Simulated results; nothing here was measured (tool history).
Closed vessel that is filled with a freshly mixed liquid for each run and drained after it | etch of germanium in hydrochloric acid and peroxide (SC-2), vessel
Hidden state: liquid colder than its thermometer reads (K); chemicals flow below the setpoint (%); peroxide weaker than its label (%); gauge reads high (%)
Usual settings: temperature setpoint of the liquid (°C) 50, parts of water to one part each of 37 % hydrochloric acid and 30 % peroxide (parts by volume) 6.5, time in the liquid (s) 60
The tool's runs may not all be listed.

| run | hour | temperature setpoint of the liquid (°C) | parts of water to one part each of 37 % hydrochloric acid and 30 % peroxide (parts by volume) | time in the liquid (s) | wafers since the last listed run | hours since the thermometer was replaced | hours since the chemicals flow meter was replaced | hours since the drum of peroxide was connected | hours since the gauge calibration | read-back film thickness of the germanium reference wafer, read on the same gauge (nm) | thickness taken off the germanium on a monitor wafer (nm) |
|---|---|---|---|---|---|---|---|---|---|---|---|
| 1 | 0 | 50 | 6.5 | 60 | 0 | 80.6 | 861.2 | 823.1 | 1455.7 | 129.99 | 166.75 |
| 2 | 57.1 | 50 | 6.5 | 60 | 3977 | 137.7 | 918.3 | 880.2 | 1512.8 | 130.01 | 166.84 |
| 3 | 109.5 | 50 | 6.5 | 60 | 3650 | 190.1 | 970.7 | 932.6 | 1565.2 | 129.99 | 166 |
| 4 | 263.2 | 50 | 6.5 | 60 | 10707 | 343.8 | 1124.4 | 1086.3 | 1718.9 | 129.98 | 164.96 |
|  | 308 | new drum of peroxide connected |
| 5 | 330.2 | 50 | 6.5 | 60 | 4597 | 410.8 | 1191.4 | 22.2 | 1785.9 | 130.03 | 164.84 |
| 6 | 364.3 | 50 | 6.5 | 60 | 2375 | 444.9 | 1225.5 | 56.3 | 1820 | 130.03 | 165.23 |
| 7 | 401.8 | 50 | 6.5 | 60 | 2612 | 482.4 | 1263 | 93.8 | 1857.5 | 130 | 166.45 |
| 8 | 446.5 | 50 | 6.5 | 60 | 3114 | 527.1 | 1307.7 | 138.5 | 1902.2 | 130.02 | 164.83 |
| 9 | 505.8 | 40.5 | 9 | 60 | 4131 | 586.4 | 1367 | 197.8 | 1961.5 | 130.03 | 118.08 |
| 10 | 569.7 | 56 | 6.5 | 75 | 4451 | 650.3 | 1430.9 | 261.7 | 2025.4 | 130 | 249.64 |
| 11 | 611.9 | 50 | 6.5 | 60 | 2939 | 692.5 | 1473.1 | 303.9 | 2067.6 | 129.97 | 164.07 |
| 12 | 665.9 | 43.5 | 5 | 60 | 3761 | 746.5 | 1527.1 | 357.9 | 2121.6 | 129.98 | 133.82 |
| 13 | 730.9 | 54.5 | 5.5 | 85 | 4528 | 811.5 | 1592.1 | 422.9 | 2186.6 | 129.97 | 270.41 |
| 14 | 772.8 | 50 | 6.5 | 60 | 2918 | 853.4 | 1634 | 464.8 | 2228.5 | 130 | 164.41 |
| 15 | 806.3 | 50 | 7.5 | 45 | 2333 | 886.9 | 1667.5 | 498.3 | 2262 | 130.05 | 121.69 |
| 16 | 907.6 | 50 | 6.5 | 60 | 7057 | 988.2 | 1768.8 | 599.6 | 2363.3 | 129.99 | 162.91 |
| 17 | 942.4 | 50 | 9.5 | 30 | 2424 | 1023 | 1803.6 | 634.4 | 2398.1 | 130 | 80.11 |
| 18 | 999.3 | 50 | 5 | 45 | 3963 | 1079.9 | 1860.5 | 691.3 | 2455 | 129.97 | 122.32 |
| 19 | 1047.9 | 50 | 6.5 | 60 | 3385 | 1128.5 | 1909.1 | 739.9 | 2503.6 | 129.98 | 161.57 |
|  | 1062.9 | gauge calibrated |
| 20 | 1101.9 | 54.5 | 4 | 50 | 3761 | 1182.5 | 1963.1 | 793.9 | 39 | 130.04 | 158.06 |
|  | 1115.2 | chemicals flow meter replaced |
| 21 | 1158.5 | 50 | 6.5 | 60 | 3873 | 1239.1 | 43.3 | 850.5 | 95.6 | 130.02 | 162.61 |
| 22 | 1265.8 | 50 | 6.5 | 60 | 7475 | 1346.4 | 150.6 | 957.8 | 202.9 | 130.04 | 161.78 |
| 23 | 1301.7 | 43 | 4.5 | 85 | 2501 | 1382.3 | 186.5 | 993.7 | 238.8 | 129.99 | 183.18 |
| 24 | 1369.6 | 50 | 6.5 | 95 | 4730 | 1450.2 | 254.4 | 1061.6 | 306.7 | 129.96 | 257.47 |
| 25 | 1422.7 | 50 | 5.5 | 60 | 3699 | 1503.3 | 307.5 | 1114.7 | 359.8 | 129.98 | 163.05 |
| 26 | 1453.2 | 55.5 | 8 | 40 | 2124 | 1533.8 | 338 | 1145.2 | 390.3 | 130 | 126.3 |
| 27 | 1524 | 50 | 6.5 | 60 | 4932 | 1604.6 | 408.8 | 1216 | 461.1 | 129.95 | 161.99 |
|  | 1551.3 | thermometer replaced |
|  | 1566.6 | new drum of peroxide connected |
| 28 | 1567.1 | 47 | 6.5 | 60 | 2863 | 15.8 | 451.9 | 0.5 | 504.2 | 130.05 | 152.17 |
| 29 | 1597.8 | 58.5 | 6.5 | 60 | 2138 | 46.5 | 482.6 | 31.2 | 534.9 | 129.95 | 219.23 |
| 30 | 1639.4 | 50 | 6.5 | 60 | 2898 | 88.1 | 524.2 | 72.8 | 576.5 | 129.96 | 165.66 |

4 ways to go on from here, each from the tool as it stands after run 30. What would each give?
| A | 1640.1 | 50 | 5 | 60 | 48 | 88.8 | 524.9 | 73.5 | 577.2 | ? | ? |
| B | 1640.1 | 56 | 6.5 | 80 | 48 | 88.8 | 524.9 | 73.5 | 577.2 | ? | ? |
| C | 1640.1 | 58.5 | 6.5 | 80 | 48 | 88.8 | 524.9 | 73.5 | 577.2 | ? | ? |
| D | 1640.1 | 50 | 8.5 | 60 | 48 | 88.8 | 524.9 | 73.5 | 577.2 | ? | ? |

| run | read-back film thickness of the germanium reference wafer, read on the same gauge (nm) | thickness taken off the germanium on a monitor wafer (nm) |
|---|---|---|
| A | 130.01 | 167.73 |
| B | 130.01 | 267.48 |
| C | 130.01 | 288.66 |
| D | 130.01 | 163.53 |
Without the tool's hidden state the same runs would have given:
| run | thickness taken off the germanium on a monitor wafer (nm) |
|---|---|
| A | 168.54 |
| B | 268.71 |
| C | 289.97 |
| D | 164.31 |
